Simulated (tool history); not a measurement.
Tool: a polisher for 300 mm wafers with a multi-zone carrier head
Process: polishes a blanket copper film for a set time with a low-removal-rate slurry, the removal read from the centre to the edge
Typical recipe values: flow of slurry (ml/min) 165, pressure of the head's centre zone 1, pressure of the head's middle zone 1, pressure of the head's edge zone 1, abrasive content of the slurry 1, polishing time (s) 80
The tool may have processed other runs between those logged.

run   hour  flow of slurry (ml/min)  pressure of the head's centre zone  pressure of the head's middle zone  pressure of the head's edge zone  abrasive content of the slurry  polishing time (s)  wafers since the last listed run  wafers polished on this pad  hours since the slurry nozzle was cleaned  hours since the centre zone pressure was calibrated  hours since the edge zone pressure was calibrated  hours since the carrier head's membrane was replaced  incoming thickness of the incoming film, nm  film removed at the wafer's centre (nm)  film removed at mid-radius (nm)  film removed at the wafer's edge (nm)
  1      0                      165                                   1                                0.92                                 1                               1                  80                                 0                           58                                        423                                               1554.6                                              831.5                                                  1368                                       1253.2                                    373.3                            345.2                                  375.7
  2    8.6                      165                                   1                                0.92                                 1                               1                  80                                72                          131                                      431.6                                               1563.2                                              840.1                                                1376.6                                       1252.1                                    381.4                            346.7                                  374.9
  3   18.4                      165                                   1                                   1                                 1                               1                  80                                83                          214                                      441.4                                                 1573                                              849.9                                                1386.4                                       1261.3                                    383.8                            368.2                                  385.7
  4   33.7                      165                                   1                                   1                                 1                               1                  80                               129                          344                                      456.7                                               1588.3                                              865.2                                                1401.7                                       1230.8                                    375.2                              369                                  385.8
  5   50.3                      165                                   1                                   1                              1.08                               1                  80                               140                          485                                      473.3                                               1604.9                                              881.8                                                1418.3                                       1238.8                                    383.8                            374.6                                  390.4
  6   56.4                      165                                   1                                   1                              1.08                               1                  80                                51                          536                                      479.4                                                 1611                                              887.9                                                1424.4                                       1243.7                                    383.3                              374                                  393.3
      58.8  -- edge zone pressure recalibrated
  7   71.5                      165                                   1                                   1                                 1                               1                  80                               111                          647                                      494.5                                               1626.1                                               12.7                                                1439.5                                       1270.7                                    376.4                            380.7                                  374.9
      86.7  -- centre zone pressure recalibrated
      88.6  -- worn pad replaced by a new one
  8   89.1                      165                                   1                                   1                                 1                               1                  80                               116                            4                                      512.1                                                  2.4                                               30.3                                                1457.1                                       1253.9                                      374                            365.7                                  376.2
      96.7  -- carrier head's membrane replaced by a new one
      97.1  -- slurry nozzle cleaned
  9  103.7                      165                                   1                                   1                                 1                               1                  80                                78                           82                                        6.6                                                   17                                               44.9                                                     7                                       1230.4                                    385.2                            375.8                                  387.6
 10  111.2                      165                                   1                                   1                                 1                               1                  80                                63                          145                                       14.1                                                 24.5                                               52.4                                                  14.5                                       1250.2                                    383.5                            373.3                                  378.4
 11  124.1                      205                                1.09                                1.08                                 1                               1                  80                               109                          255                                         27                                                 37.4                                               65.3                                                  27.4                                       1250.5                                    418.3                              412                                  383.4
 12  134.2                      165                                   1                                   1                                 1                               1                  80                                85                          341                                       37.1                                                 47.5                                               75.4                                                  37.5                                       1249.6                                    373.5                            368.9                                  381.2
 13  146.1                      165                                   1                                   1                                 1                               1                 102                               100                          442                                         49                                                 59.4                                               87.3                                                  49.4                                       1255.1                                    474.7                            469.4                                  479.3
 14  163.2                      165                                   1                                   1                                 1                               1                  80                               145                          587                                       66.1                                                 76.5                                              104.4                                                  66.5                                       1243.8                                    384.3                            370.1                                  378.4
 15  177.9                      165                                   1                                   1                              0.91                               1                  80                               124                          711                                       80.8                                                 91.2                                              119.1                                                  81.2                                       1257.5                                    381.1                            369.7                                    359
 16    185                      165                                   1                                1.09                                 1                               1                  80                                60                          772                                       87.9                                                 98.3                                              126.2                                                  88.3                                       1263.2                                    388.5                            391.3                                  381.5
     189.9  -- worn pad replaced by a new one
 17  194.5                      220                                   1                                   1                               0.9                               1                  80                                46                           39                                       97.4                                                107.8                                              135.7                                                  97.8                                       1242.2                                    394.1                            385.6                                    367
 18  203.7                      165                                 1.1                                   1                                 1                             1.1                  80                                78                          117                                      106.6                                                  117                                              144.9                                                   107                                       1251.5                                    418.2                            380.1                                    387
 19  213.8                      165                                   1                                   1                              0.91                               1                  80                                85                          203                                      116.7                                                127.1                                                155                                                 117.1                                       1279.5                                    383.9                            371.1                                  356.1
 20  230.9                      165                                1.11                                   1                                 1                               1                  55                               145                          348                                      133.8                                                144.2                                              172.1                                                 134.2                                         1247                                    292.5                              252                                  258.4
 21  237.4                      165                                1.04                                   1                                 1                               1                  65                                55                          403                                      140.3                                                150.7                                              178.6                                                 140.7                                       1241.3                                    326.2                            305.2                                    308
 22  246.6                      165                                1.05                                   1                                 1                             1.2                  80                                78                          481                                      149.5                                                159.9                                              187.8                                                 149.9                                         1236                                    413.9                            384.3                                  384.7

4 options for the next run, each taken on its own from the tool as it stands now. Forecast them:
  A   247                      165                                 1.1                                   1                                 1                               1                  80                                 3                          484                                      149.9                                                160.3                                              188.2                                                 150.3                                       1252.5                                        ?                                ?                                      ?
  B   247                      105                                   1                                   1                               0.9                               1                  80                                 3                          484                                      149.9                                                160.3                                              188.2                                                 150.3                                       1252.5                                        ?                                ?                                      ?
  C   247                      115                                   1                                   1                              0.93                               1                  80                                 3                          484                                      149.9                                                160.3                                              188.2                                                 150.3                                       1252.5                                        ?                                ?                                      ?
  D   247                      165                                   1                                   1                                 1                               1                  58                                 3                          484                                      149.9                                                160.3                                              188.2                                                 150.3                                       1252.5                                        ?                                ?                                      ?

run  film removed at the wafer's centre (nm)  film removed at mid-radius (nm)  film removed at the wafer's edge (nm)
  A                                    412.4                            379.9                                  378.3
  B                                    356.2                            356.5                                  343.9
  C                                    361.8                            361.4                                  352.6
  D                                    277.8                            275.6                                  274.3
The same runs, with their run-to-run variation unchanged, on a tool lacking any hidden condition would have given:
run  film removed at the wafer's centre (nm)  film removed at mid-radius (nm)  film removed at the wafer's edge (nm)
  A                                    412.4                            379.9                                  378.3
  B                                    356.2                            356.5                                  343.9
  C                                    361.8                            361.4                                  352.6
  D                                    277.8                            275.6                                  274.3
